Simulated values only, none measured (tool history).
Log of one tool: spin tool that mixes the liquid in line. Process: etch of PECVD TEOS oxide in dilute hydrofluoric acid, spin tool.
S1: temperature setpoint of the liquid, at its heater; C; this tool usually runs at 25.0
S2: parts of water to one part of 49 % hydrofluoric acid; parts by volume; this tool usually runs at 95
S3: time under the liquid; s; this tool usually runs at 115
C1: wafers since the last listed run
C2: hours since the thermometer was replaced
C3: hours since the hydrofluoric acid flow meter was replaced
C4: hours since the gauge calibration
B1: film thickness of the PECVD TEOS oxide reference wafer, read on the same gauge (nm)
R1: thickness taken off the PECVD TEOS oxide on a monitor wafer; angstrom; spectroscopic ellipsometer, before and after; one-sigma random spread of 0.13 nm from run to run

run	hour	S1	S2	S3	C1	C2	C3	C4	B1	R1
1	0.0	25.0	95	115	0	386.5	77.9	1076.7	89.93	167.2
2	105.4	25.0	95	115	1020	491.9	183.3	1182.1	90.00	170.6
3	160.0	25.0	95	115	528	546.5	237.9	1236.7	90.01	170.8
4	209.1	25.0	95	65	475	595.6	287.0	1285.8	90.01	97.0
# hour 234.7: thermometer replaced
5	258.9	25.0	95	65	472	24.2	336.8	1335.6	90.01	94.5
# hour 353.7: hydrofluoric acid flow meter replaced
6	538.6	25.0	95	65	2699	303.9	184.9	1615.3	90.00	92.9
# hour 786.5: hydrofluoric acid flow meter replaced
7	861.7	25.0	95	115	3119	627.0	75.2	1938.4	90.02	168.5
8	928.4	25.0	95	115	646	693.7	141.9	2005.1	90.00	170.4
9	968.3	25.0	95	115	386	733.6	181.8	2045.0	90.03	169.7
# hour 970.2: thermometer replaced
10	1049.5	25.0	130	115	776	79.3	263.0	2126.2	90.03	117.0
11	1135.5	25.0	130	115	832	165.3	349.0	2212.2	89.98	117.9
12	1201.3	25.0	130	115	637	231.1	414.8	2278.0	90.03	121.3
# hour 1263.9: gauge calibrated
13	1266.5	21.5	95	115	631	296.3	480.0	2.6	89.98	151.9
# hour 1286.4: hydrofluoric acid flow meter replaced
14	1351.5	25.0	95	95	813	381.3	65.1	87.6	89.98	138.7
15	1442.4	25.0	70	115	880	472.2	156.0	178.5	89.98	234.8
16	1506.1	25.0	95	70	616	535.9	219.7	242.2	89.97	103.2
17	1587.3	29.5	50	115	786	617.1	300.9	323.4	89.96	423.6
18	1635.8	20.5	65	95	469	665.6	349.4	371.9	89.98	185.2
# hour 1682.0: thermometer replaced
# hour 1712.5: hydrofluoric acid flow meter replaced
19	1740.2	25.0	140	65	991	58.2	27.7	476.3	90.02	58.6
20	1795.0	25.0	95	115	530	113.0	82.5	531.1	89.96	164.8
21	1916.9	21.5	80	115	1180	234.9	204.4	653.0	89.97	176.5
22	1989.4	25.0	135	115	702	307.4	276.9	725.5	89.98	113.6
23	2052.5	25.0	95	115	611	370.5	340.0	788.6	89.98	173.5
# hour 2137.1: hydrofluoric acid flow meter replaced
24	2151.0	20.5	65	95	944	469.0	13.9	887.1	90.01	172.0
25	2205.5	25.0	95	115	527	523.5	68.4	941.6	90.04	166.1
26	2249.4	25.0	95	115	425	567.4	112.3	985.5	89.94	166.6
27	2350.9	25.0	65	115	983	668.9	213.8	1087.0	90.00	258.6

3 options for the next run, each taken on its own from the tool as it stands now. Forecast them:
A	2351.3	23.0	95	115	3	669.3	214.2	1087.4	?	?
B	2351.3	22.5	95	115	3	669.3	214.2	1087.4	?	?
C	2351.3	25.0	130	75	3	669.3	214.2	1087.4	?	?

run	B1	R1
A	90.03	160.6
B	90.03	157.5
C	90.03	79.3
What these runs would have given with no unlogged condition in the tool:
run	R1
A	148.4
B	145.4
C	73.3

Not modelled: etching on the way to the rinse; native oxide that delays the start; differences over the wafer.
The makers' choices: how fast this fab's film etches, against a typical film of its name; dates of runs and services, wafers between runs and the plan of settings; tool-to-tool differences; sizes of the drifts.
